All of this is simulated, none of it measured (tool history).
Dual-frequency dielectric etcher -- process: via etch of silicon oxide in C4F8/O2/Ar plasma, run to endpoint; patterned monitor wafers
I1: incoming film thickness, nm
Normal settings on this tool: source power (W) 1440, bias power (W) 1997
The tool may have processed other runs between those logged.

{"run": 1, "day": 0.0, "source power (W)": 1540, "bias power (W)": 1997, "I1": 1942.6, "endpoint time (s)": 424}
{"run": 2, "day": 1.404, "source power (W)": 1540, "bias power (W)": 1997, "I1": 1930.9, "endpoint time (s)": 423.8}
{"run": 3, "day": 3.429, "source power (W)": 1540, "bias power (W)": 1997, "I1": 1936.9, "endpoint time (s)": 426.5}
{"run": 4, "day": 4.45, "source power (W)": 1440, "bias power (W)": 1997, "I1": 1931.7, "endpoint time (s)": 438.9}
{"run": 5, "day": 5.554, "source power (W)": 1440, "bias power (W)": 1997, "I1": 1941.9, "endpoint time (s)": 443.4}
{"run": 6, "day": 6.821, "source power (W)": 1440, "bias power (W)": 1997, "I1": 1948.7, "endpoint time (s)": 442.5}
{"day": 7.125, "done": "bias power generator calibrated"}
{"run": 7, "day": 7.667, "source power (W)": 1440, "bias power (W)": 1997, "I1": 1945.6, "endpoint time (s)": 440.8}
{"run": 8, "day": 9.054, "source power (W)": 1440, "bias power (W)": 1997, "I1": 1937, "endpoint time (s)": 442.1}
{"run": 9, "day": 9.642, "source power (W)": 1440, "bias power (W)": 2126, "I1": 1956.3, "endpoint time (s)": 440.7}

Run 10 is up next; what results do you expect?
{"day": 11.788, "done": "wet clean of the chamber"}
{"run": 10, "day": 11.808, "source power (W)": 1440, "bias power (W)": 1997, "I1": 1926, "endpoint time (s)": "?"}

endpoint time (s): 397.9
Had the tool carried no hidden state, the very same run would have given endpoint time (s) 425.3.
